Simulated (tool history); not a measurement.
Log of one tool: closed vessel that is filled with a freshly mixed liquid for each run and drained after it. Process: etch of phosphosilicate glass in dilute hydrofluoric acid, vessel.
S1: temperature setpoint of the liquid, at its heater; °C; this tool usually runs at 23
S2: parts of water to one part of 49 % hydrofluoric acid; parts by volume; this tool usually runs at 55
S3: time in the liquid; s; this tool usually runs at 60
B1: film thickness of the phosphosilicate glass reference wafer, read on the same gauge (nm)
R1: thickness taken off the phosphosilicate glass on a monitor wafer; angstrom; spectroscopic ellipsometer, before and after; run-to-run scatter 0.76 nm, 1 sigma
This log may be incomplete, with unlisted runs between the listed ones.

Run 1, hour 0: usual settings; B1 30.01. Result: R1 1289.6 angstrom.
Run 2, hour 8.7: usual settings; B1 29.99. Result: R1 1291.3 angstrom.
At hour 17.4: hydrofluoric acid flow meter replaced.
Run 3, hour 22.8: usual settings but S2 40 parts by volume; B1 29.98. Result: R1 1587.5 angstrom.
Run 4, hour 34.7: usual settings but S3 75 s; B1 29.99. Result: R1 1419.7 angstrom.
Run 5, hour 86.4: usual settings but S3 50 s; B1 29.95. Result: R1 953.9 angstrom.
Run 6, hour 97: usual settings; B1 29.99. Result: R1 1146.4 angstrom.
Run 7, hour 106: usual settings; B1 30. Result: R1 1138.7 angstrom.
Run 8, hour 123.4: usual settings; B1 29.97. Result: R1 1134.6 angstrom.
Run 9, hour 129.5: usual settings; B1 30.02. Result: R1 1158.4 angstrom.
Run 10, hour 138.5: usual settings; B1 30. Result: R1 1144.5 angstrom.
At hour 142.5: thermometer replaced.
Run 11, hour 149.9: usual settings but S1 27.5 °C; B1 29.95. Result: R1 1536.2 angstrom.
Run 12, hour 165.6: usual settings but S1 25.5 °C, S2 45 parts by volume, S3 40 s; B1 30. Result: R1 1177 angstrom.
Run 13, hour 180.4: usual settings but S1 24.5 °C, S2 65 parts by volume, S3 40 s; B1 30.01. Result: R1 766.8 angstrom.
Run 14, hour 197: usual settings but S1 24.5 °C, S3 45 s; B1 30.01. Result: R1 1023.1 angstrom.
Run 15, hour 205.2: usual settings but S1 26 °C, S2 40 parts by volume, S3 95 s; B1 30. Result: R1 3234.4 angstrom.
Run 16, hour 212: usual settings but S3 30 s; B1 29.98. Result: R1 644.7 angstrom.
Run 17, hour 262.2: usual settings but S1 27.5 °C, S2 65 parts by volume, S3 45 s; B1 30. Result: R1 964 angstrom.
At hour 263.1: gauge calibrated.
Run 18, hour 278.1: usual settings but S1 27 °C, S2 70 parts by volume, S3 40 s; B1 30.02. Result: R1 775.1 angstrom.
Run 19, hour 285.5: usual settings but S1 19 °C, S2 35 parts by volume, S3 75 s; B1 30. Result: R1 2193.7 angstrom.
Run 20, hour 296.2: usual settings but S1 19.5 °C, S3 70 s; B1 30.01. Result: R1 1274.2 angstrom.
Run 21, hour 303.5: usual settings but S3 85 s; B1 30.02. Result: R1 1810.7 angstrom.
Run 22, hour 314.5: usual settings; B1 30.04. Result: R1 1283.7 angstrom.
Run 23, hour 324.1: usual settings but S3 70 s; B1 29.96. Result: R1 1488.4 angstrom.
Run 24, hour 330.9: usual settings; B1 29.98. Result: R1 1293.9 angstrom.
Run 25, hour 337.7: usual settings; B1 29.97. Result: R1 1284.5 angstrom.
Run 26, hour 352.8: usual settings; B1 30. Result: R1 1288.7 angstrom.
Run 27, hour 369.8: usual settings but S1 26 °C, S2 70 parts by volume; B1 30.02. Result: R1 1116.9 angstrom.
Run 28, hour 383.3: usual settings; B1 30.02. Result: R1 1288.3 angstrom.
Run 29, hour 393.4: usual settings but S1 24.5 °C; B1 30.01. Result: R1 1368.9 angstrom.
Run 30, hour 406.7: usual settings but S2 80 parts by volume, S3 90 s; B1 29.97. Result: R1 1287.1 angstrom.
Run 31, hour 423.8: usual settings but S1 20 °C, S3 85 s; B1 29.98. Result: R1 1602.1 angstrom.
Run 32, hour 430.6: usual settings but S1 27 °C, S2 45 parts by volume, S3 80 s; B1 30.03. Result: R1 2500.1 angstrom.

Here are 4 independent what-if runs from the current tool condition. What would each one return?
Run A, hour 431.3: usual settings but S3 35 s; B1 ?. Result: R1 ?.
Run B, hour 431.3: usual settings but S2 65 parts by volume; B1 ?. Result: R1 ?.
Run C, hour 431.3: usual settings but S1 24.5 °C, S2 25 parts by volume, S3 45 s; B1 ?. Result: R1 ?.
Run D, hour 431.3: usual settings but S1 25.5 °C; B1 ?. Result: R1 ?.

run  B1      R1
  A  30   750.4
  B  30    1075
  C  30  2348.3
  D  30  1425.5
With no hidden state in the tool, these same runs would have given:
run      R1
  A   739.2
  B  1058.6
  C    2316
  D  1403.6

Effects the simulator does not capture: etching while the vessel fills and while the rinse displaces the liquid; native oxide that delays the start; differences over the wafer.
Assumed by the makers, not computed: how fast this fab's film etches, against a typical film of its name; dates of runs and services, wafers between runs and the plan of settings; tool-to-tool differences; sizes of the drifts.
